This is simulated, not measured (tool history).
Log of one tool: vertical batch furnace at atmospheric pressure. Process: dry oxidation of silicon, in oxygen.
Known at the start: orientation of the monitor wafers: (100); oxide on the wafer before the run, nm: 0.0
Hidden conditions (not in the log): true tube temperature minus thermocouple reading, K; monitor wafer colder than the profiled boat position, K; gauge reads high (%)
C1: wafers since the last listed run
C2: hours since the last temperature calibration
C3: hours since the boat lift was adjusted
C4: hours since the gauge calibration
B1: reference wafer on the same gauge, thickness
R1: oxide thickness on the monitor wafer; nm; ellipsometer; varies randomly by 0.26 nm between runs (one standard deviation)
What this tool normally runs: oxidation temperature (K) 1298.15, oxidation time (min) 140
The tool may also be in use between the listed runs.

{"run": 1, "hour": 0.0, "oxidation temperature (K)": 1291.15, "oxidation time (min)": 140, "C1": 0, "C2": 2749.7, "C3": 2892.2, "C4": 421.6, "B1": 101.89, "R1": 99.62}
{"hour": 12.2, "done": "gauge calibrated"}
{"run": 2, "hour": 45.2, "oxidation temperature (K)": 1291.15, "oxidation time (min)": 140, "C1": 526, "C2": 2794.9, "C3": 2937.4, "C4": 33, "B1": 102.02, "R1": 99.46}
{"run": 3, "hour": 87.6, "oxidation temperature (K)": 1285.15, "oxidation time (min)": 97.5, "C1": 493, "C2": 2837.3, "C3": 2979.8, "C4": 75.4, "B1": 101.89, "R1": 74.11}
{"run": 4, "hour": 105.0, "oxidation temperature (K)": 1278.15, "oxidation time (min)": 140, "C1": 202, "C2": 2854.7, "C3": 2997.2, "C4": 92.8, "B1": 102.07, "R1": 88.77}
{"run": 5, "hour": 115.2, "oxidation temperature (K)": 1285.15, "oxidation time (min)": 140, "C1": 118, "C2": 2864.9, "C3": 3007.4, "C4": 103, "B1": 102.02, "R1": 94.31}
{"run": 6, "hour": 132.5, "oxidation temperature (K)": 1285.15, "oxidation time (min)": 140, "C1": 201, "C2": 2882.2, "C3": 3024.7, "C4": 120.3, "B1": 102.03, "R1": 94.15}
{"run": 7, "hour": 152.9, "oxidation temperature (K)": 1298.15, "oxidation time (min)": 188, "C1": 237, "C2": 2902.6, "C3": 3045.1, "C4": 140.7, "B1": 101.96, "R1": 128.1}
{"run": 8, "hour": 197.8, "oxidation temperature (K)": 1298.15, "oxidation time (min)": 188, "C1": 522, "C2": 2947.5, "C3": 3090, "C4": 185.6, "B1": 101.95, "R1": 129.16}
{"run": 9, "hour": 219.1, "oxidation temperature (K)": 1298.15, "oxidation time (min)": 140, "C1": 248, "C2": 2968.8, "C3": 3111.3, "C4": 206.9, "B1": 101.98, "R1": 105.93}
{"run": 10, "hour": 234.6, "oxidation temperature (K)": 1298.15, "oxidation time (min)": 140, "C1": 180, "C2": 2984.3, "C3": 3126.8, "C4": 222.4, "B1": 101.9, "R1": 105.51}
{"hour": 264.9, "done": "thermocouples replaced and temperature profile calibrated"}
{"run": 11, "hour": 265.4, "oxidation temperature (K)": 1298.15, "oxidation time (min)": 140, "C1": 79, "C2": 0.5, "C3": 3157.6, "C4": 253.2, "B1": 102.01, "R1": 107.33}
{"run": 12, "hour": 270.5, "oxidation temperature (K)": 1298.15, "oxidation time (min)": 140, "C1": 59, "C2": 5.6, "C3": 3162.7, "C4": 258.3, "B1": 102.01, "R1": 107.31}
{"run": 13, "hour": 275.6, "oxidation temperature (K)": 1298.15, "oxidation time (min)": 140, "C1": 59, "C2": 10.7, "C3": 3167.8, "C4": 263.4, "B1": 101.9, "R1": 107.46}
{"run": 14, "hour": 296.4, "oxidation temperature (K)": 1298.15, "oxidation time (min)": 154.5, "C1": 242, "C2": 31.5, "C3": 3188.6, "C4": 284.2, "B1": 101.98, "R1": 114.19}
{"run": 15, "hour": 305.3, "oxidation temperature (K)": 1285.15, "oxidation time (min)": 180.5, "C1": 103, "C2": 40.4, "C3": 3197.5, "C4": 293.1, "B1": 102.05, "R1": 113.88}
{"run": 16, "hour": 322.9, "oxidation temperature (K)": 1312.15, "oxidation time (min)": 168.5, "C1": 204, "C2": 58, "C3": 3215.1, "C4": 310.7, "B1": 102.02, "R1": 136.32}
{"run": 17, "hour": 342.4, "oxidation temperature (K)": 1310.15, "oxidation time (min)": 84, "C1": 227, "C2": 77.5, "C3": 3234.6, "C4": 330.2, "B1": 101.99, "R1": 85.39}
{"run": 18, "hour": 357.9, "oxidation temperature (K)": 1289.15, "oxidation time (min)": 97, "C1": 180, "C2": 93, "C3": 3250.1, "C4": 345.7, "B1": 102.05, "R1": 78.02}
{"run": 19, "hour": 370.5, "oxidation temperature (K)": 1287.15, "oxidation time (min)": 75.5, "C1": 146, "C2": 105.6, "C3": 3262.7, "C4": 358.3, "B1": 101.97, "R1": 65.03}
{"run": 20, "hour": 383.4, "oxidation temperature (K)": 1298.15, "oxidation time (min)": 140, "C1": 150, "C2": 118.5, "C3": 3275.6, "C4": 371.2, "B1": 102, "R1": 108.48}
{"hour": 386.2, "done": "gauge calibrated"}
{"hour": 410.2, "done": "boat lift adjusted"}
{"run": 21, "hour": 410.7, "oxidation temperature (K)": 1288.15, "oxidation time (min)": 198, "C1": 38, "C2": 145.8, "C3": 0.5, "C4": 24.5, "B1": 102, "R1": 124.65}
{"run": 22, "hour": 424.2, "oxidation temperature (K)": 1287.15, "oxidation time (min)": 205.5, "C1": 157, "C2": 159.3, "C3": 14, "C4": 38, "B1": 101.96, "R1": 126.62}
{"hour": 453.4, "done": "thermocouples replaced and temperature profile calibrated, repeated, since the last time left the tool worse"}
{"run": 23, "hour": 453.9, "oxidation temperature (K)": 1287.15, "oxidation time (min)": 75.5, "C1": 66, "C2": 0.5, "C3": 43.7, "C4": 67.7, "B1": 102, "R1": 61.08}
{"run": 24, "hour": 459.0, "oxidation temperature (K)": 1323.15, "oxidation time (min)": 194, "C1": 59, "C2": 5.6, "C3": 48.8, "C4": 72.8, "B1": 102.08, "R1": 154.39}
{"run": 25, "hour": 464.2, "oxidation temperature (K)": 1298.15, "oxidation time (min)": 140, "C1": 60, "C2": 10.8, "C3": 54, "C4": 78, "B1": 102.01, "R1": 102.64}
{"run": 26, "hour": 483.4, "oxidation temperature (K)": 1276.15, "oxidation time (min)": 166, "C1": 223, "C2": 30, "C3": 73.2, "C4": 97.2, "B1": 101.99, "R1": 94.46}
{"run": 27, "hour": 497.4, "oxidation temperature (K)": 1316.15, "oxidation time (min)": 73.5, "C1": 163, "C2": 44, "C3": 87.2, "C4": 111.2, "B1": 101.97, "R1": 78.23}
{"run": 28, "hour": 512.8, "oxidation temperature (K)": 1316.15, "oxidation time (min)": 193, "C1": 179, "C2": 59.4, "C3": 102.6, "C4": 126.6, "B1": 101.95, "R1": 147.03}
{"run": 29, "hour": 521.1, "oxidation temperature (K)": 1311.15, "oxidation time (min)": 140, "C1": 96, "C2": 67.7, "C3": 110.9, "C4": 134.9, "B1": 102.03, "R1": 114.19}
{"run": 30, "hour": 536.0, "oxidation temperature (K)": 1317.15, "oxidation time (min)": 140, "C1": 173, "C2": 82.6, "C3": 125.8, "C4": 149.8, "B1": 101.98, "R1": 119.97}
{"run": 31, "hour": 546.3, "oxidation temperature (K)": 1298.15, "oxidation time (min)": 140, "C1": 119, "C2": 92.9, "C3": 136.1, "C4": 160.1, "B1": 102.03, "R1": 102.44}
{"run": 32, "hour": 564.0, "oxidation temperature (K)": 1298.15, "oxidation time (min)": 168.5, "C1": 206, "C2": 110.6, "C3": 153.8, "C4": 177.8, "B1": 102, "R1": 116.44}
{"run": 33, "hour": 579.5, "oxidation temperature (K)": 1280.15, "oxidation time (min)": 113, "C1": 180, "C2": 126.1, "C3": 169.3, "C4": 193.3, "B1": 101.96, "R1": 75.82}
{"run": 34, "hour": 591.4, "oxidation temperature (K)": 1298.15, "oxidation time (min)": 140, "C1": 138, "C2": 138, "C3": 181.2, "C4": 205.2, "B1": 102.03, "R1": 102.33}
{"run": 35, "hour": 603.2, "oxidation temperature (K)": 1312.15, "oxidation time (min)": 95.5, "C1": 137, "C2": 149.8, "C3": 193, "C4": 217, "B1": 101.94, "R1": 90.04}
{"run": 36, "hour": 617.0, "oxidation temperature (K)": 1318.15, "oxidation time (min)": 140, "C1": 160, "C2": 163.6, "C3": 206.8, "C4": 230.8, "B1": 101.96, "R1": 122.28}
{"run": 37, "hour": 631.6, "oxidation temperature (K)": 1317.15, "oxidation time (min)": 186.5, "C1": 170, "C2": 178.2, "C3": 221.4, "C4": 245.4, "B1": 102, "R1": 145.34}
{"run": 38, "hour": 645.3, "oxidation temperature (K)": 1298.15, "oxidation time (min)": 140, "C1": 159, "C2": 191.9, "C3": 235.1, "C4": 259.1, "B1": 101.97, "R1": 102.61}

Hidden state or all else? Some run-to-run changes of R1, split into what the settings, what came in and random variation would give without the hidden state, and what is left for the hidden state (with any gauge scatter that isn't in both results):
Run 16 -> 17: oxidation temperature (K) 1312.15 -> 1310.15, oxidation time (min) 168.5 -> 84. R1 -50.93 nm: hidden state -2.03, all else -48.9.
Run 19 -> 20: oxidation temperature (K) 1287.15 -> 1298.15, oxidation time (min) 75.5 -> 140. R1 +43.45 nm: hidden state +2.02, all else +41.43.
Run 22 -> 23: oxidation time (min) 205.5 -> 75.5, thermocouples replaced and temperature profile calibrated, repeated, since the last time left the tool worse. R1 -65.54 nm: hidden state -6.68, all else -58.86.
Run 23 -> 24: oxidation temperature (K) 1287.15 -> 1323.15, oxidation time (min) 75.5 -> 194. R1 +93.31 nm: hidden state +0.15, all else +93.16.
Run 27 -> 28: oxidation time (min) 73.5 -> 193. R1 +68.8 nm: hidden state +0.25, all else +68.55.
